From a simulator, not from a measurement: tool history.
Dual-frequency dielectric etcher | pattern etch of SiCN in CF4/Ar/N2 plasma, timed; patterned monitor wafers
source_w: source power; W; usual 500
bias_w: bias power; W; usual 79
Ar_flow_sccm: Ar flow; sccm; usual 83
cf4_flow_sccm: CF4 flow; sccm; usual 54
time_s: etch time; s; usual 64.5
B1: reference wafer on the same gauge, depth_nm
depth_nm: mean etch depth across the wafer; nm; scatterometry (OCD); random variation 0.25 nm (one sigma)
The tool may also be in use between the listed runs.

{"run": 1, "hour": 0.0, "source_w": 410, "bias_w": 79, "Ar_flow_sccm": 83, "cf4_flow_sccm": 54, "time_s": 64.5, "B1": 67.8, "depth_nm": 52.3}
{"run": 2, "hour": 11.6, "source_w": 500, "bias_w": 79, "Ar_flow_sccm": 83, "cf4_flow_sccm": 54, "time_s": 47.5, "B1": 67.8, "depth_nm": 45.7}
{"run": 3, "hour": 65.1, "source_w": 610, "bias_w": 79, "Ar_flow_sccm": 67, "cf4_flow_sccm": 42, "time_s": 75, "B1": 67.8, "depth_nm": 84.3}
{"hour": 83.1, "done": "CF4 flow controller replaced"}
{"run": 4, "hour": 83.6, "source_w": 500, "bias_w": 79, "Ar_flow_sccm": 83, "cf4_flow_sccm": 54, "time_s": 64.5, "B1": 67.7, "depth_nm": 61.8}
{"run": 5, "hour": 90.2, "source_w": 500, "bias_w": 60, "Ar_flow_sccm": 100, "cf4_flow_sccm": 49, "time_s": 48, "B1": 67.8, "depth_nm": 37.7}
{"run": 6, "hour": 98.8, "source_w": 500, "bias_w": 79, "Ar_flow_sccm": 83, "cf4_flow_sccm": 54, "time_s": 64.5, "B1": 67.9, "depth_nm": 61.5}
{"run": 7, "hour": 104.9, "source_w": 420, "bias_w": 86, "Ar_flow_sccm": 83, "cf4_flow_sccm": 54, "time_s": 64.5, "B1": 67.8, "depth_nm": 56.2}
{"run": 8, "hour": 117.9, "source_w": 500, "bias_w": 86, "Ar_flow_sccm": 83, "cf4_flow_sccm": 41, "time_s": 64.5, "B1": 67.8, "depth_nm": 63}
{"hour": 143.4, "done": "upper electrode replaced, of another model than before"}
{"run": 9, "hour": 143.9, "source_w": 390, "bias_w": 79, "Ar_flow_sccm": 74, "cf4_flow_sccm": 60, "time_s": 48, "B1": 67.9, "depth_nm": 31.8}
{"run": 10, "hour": 144.2, "source_w": 500, "bias_w": 79, "Ar_flow_sccm": 83, "cf4_flow_sccm": 54, "time_s": 64.5, "B1": 67.9, "depth_nm": 62.1}
{"run": 11, "hour": 146.6, "source_w": 440, "bias_w": 90, "Ar_flow_sccm": 83, "cf4_flow_sccm": 54, "time_s": 48.5, "B1": 67.9, "depth_nm": 43.1}
{"hour": 151.0, "done": "source power generator calibrated"}
{"run": 12, "hour": 159.3, "source_w": 500, "bias_w": 79, "Ar_flow_sccm": 83, "cf4_flow_sccm": 54, "time_s": 64.5, "B1": 67.8, "depth_nm": 62.1}
{"run": 13, "hour": 199.8, "source_w": 500, "bias_w": 79, "Ar_flow_sccm": 83, "cf4_flow_sccm": 44, "time_s": 55, "B1": 67.8, "depth_nm": 51.9}
{"run": 14, "hour": 212.1, "source_w": 500, "bias_w": 92, "Ar_flow_sccm": 68, "cf4_flow_sccm": 54, "time_s": 53.5, "B1": 67.8, "depth_nm": 60.3}
{"run": 15, "hour": 223.3, "source_w": 500, "bias_w": 71, "Ar_flow_sccm": 83, "cf4_flow_sccm": 67, "time_s": 64.5, "B1": 67.7, "depth_nm": 58.2}
{"run": 16, "hour": 233.8, "source_w": 500, "bias_w": 79, "Ar_flow_sccm": 101, "cf4_flow_sccm": 54, "time_s": 77.5, "B1": 67.7, "depth_nm": 73.9}
{"hour": 236.9, "done": "gauge calibrated"}
{"run": 17, "hour": 240.1, "source_w": 500, "bias_w": 79, "Ar_flow_sccm": 83, "cf4_flow_sccm": 54, "time_s": 64.5, "B1": 67.8, "depth_nm": 62.3}
{"run": 18, "hour": 256.5, "source_w": 500, "bias_w": 79, "Ar_flow_sccm": 83, "cf4_flow_sccm": 54, "time_s": 64.5, "B1": 67.8, "depth_nm": 63}
{"run": 19, "hour": 265.1, "source_w": 500, "bias_w": 79, "Ar_flow_sccm": 83, "cf4_flow_sccm": 54, "time_s": 77, "B1": 67.8, "depth_nm": 74.4}
{"run": 20, "hour": 280.4, "source_w": 580, "bias_w": 70, "Ar_flow_sccm": 83, "cf4_flow_sccm": 54, "time_s": 64.5, "B1": 67.8, "depth_nm": 67.6}
{"run": 21, "hour": 296.4, "source_w": 500, "bias_w": 79, "Ar_flow_sccm": 83, "cf4_flow_sccm": 54, "time_s": 64.5, "B1": 67.8, "depth_nm": 62.7}
{"run": 22, "hour": 302.9, "source_w": 500, "bias_w": 79, "Ar_flow_sccm": 83, "cf4_flow_sccm": 54, "time_s": 64.5, "B1": 67.7, "depth_nm": 62}

Alternative continuations, all from the tool just after run 22; predict every row:
{"run": "A", "hour": 303.3, "source_w": 500, "bias_w": 79, "Ar_flow_sccm": 83, "cf4_flow_sccm": 54, "time_s": 64.5, "B1": "?", "depth_nm": "?"}
{"run": "B", "hour": 303.3, "source_w": 570, "bias_w": 87, "Ar_flow_sccm": 83, "cf4_flow_sccm": 54, "time_s": 64.5, "B1": "?", "depth_nm": "?"}
{"run": "C", "hour": 303.3, "source_w": 500, "bias_w": 79, "Ar_flow_sccm": 95, "cf4_flow_sccm": 41, "time_s": 64.5, "B1": "?", "depth_nm": "?"}

run=A B1=67.8 depth_nm=62.7
run=B B1=67.8 depth_nm=82
run=C B1=67.8 depth_nm=59.4
Take away the tool's hidden state, keep each run's random variation, and the runs would have read:
run=A depth_nm=61.6
run=B depth_nm=80.5
run=C depth_nm=58.4
